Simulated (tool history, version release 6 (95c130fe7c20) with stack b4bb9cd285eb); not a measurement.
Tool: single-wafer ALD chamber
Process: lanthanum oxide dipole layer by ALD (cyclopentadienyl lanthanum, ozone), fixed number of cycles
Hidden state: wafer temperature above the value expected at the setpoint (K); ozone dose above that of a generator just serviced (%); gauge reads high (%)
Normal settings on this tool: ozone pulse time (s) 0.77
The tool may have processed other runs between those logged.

run,hour,ozone pulse time (s),wafers since the last listed run,hours since the last thermocouple change,hours since the last ozone generator service,hours since the showerhead was replaced,hours since the gauge calibration,"read-back reference wafer on the same gauge, thickness_nm",mean film thickness on the monitor wafer (Å)
1,0.0,0.77,0,4.6,1650.6,5814.2,153.1,0.399,4.32
# hour 13.3: showerhead replaced
2,13.8,0.77,67,18.4,1664.4,0.5,166.9,0.400,4.34
3,20.9,0.77,82,25.5,1671.5,7.6,174.0,0.400,4.34
4,31.3,0.77,120,35.9,1681.9,18.0,184.4,0.400,4.32
5,44.5,0.77,152,49.1,1695.1,31.2,197.6,0.400,4.34
6,56.7,0.77,140,61.3,1707.3,43.4,209.8,0.400,4.28
7,74.4,0.61,204,79.0,1725.0,61.1,227.5,0.400,3.99
8,81.6,0.61,83,86.2,1732.2,68.3,234.7,0.400,3.96
9,89.8,0.77,94,94.4,1740.4,76.5,242.9,0.399,4.32
10,98.9,0.77,105,103.5,1749.5,85.6,252.0,0.399,4.28
11,106.3,1.01,85,110.9,1756.9,93.0,259.4,0.401,4.72
12,120.2,0.94,160,124.8,1770.8,106.9,273.3,0.400,4.59
13,133.0,0.98,147,137.6,1783.6,119.7,286.1,0.400,4.63
14,148.7,0.95,181,153.3,1799.3,135.4,301.8,0.400,4.59
# hour 154.0: gauge calibrated
15,162.4,0.77,158,167.0,1813.0,149.1,8.4,0.399,4.26
16,173.3,0.77,125,177.9,1823.9,160.0,19.3,0.400,4.28
17,180.0,1.04,77,184.6,1830.6,166.7,26.0,0.400,4.76
18,186.6,0.77,76,191.2,1837.2,173.3,32.6,0.400,4.29

What does the tool deliver on the next run?
19,193.1,0.55,75,197.7,1843.7,179.8,39.1,?,?

For run 19 the tool returned read-back reference wafer on the same gauge, thickness_nm 0.401, mean film thickness on the monitor wafer (Å) 3.81.
Take away the tool's hidden state, keep the run-to-run variation as it was, and the same run would have given mean film thickness on the monitor wafer (Å) 4.29.

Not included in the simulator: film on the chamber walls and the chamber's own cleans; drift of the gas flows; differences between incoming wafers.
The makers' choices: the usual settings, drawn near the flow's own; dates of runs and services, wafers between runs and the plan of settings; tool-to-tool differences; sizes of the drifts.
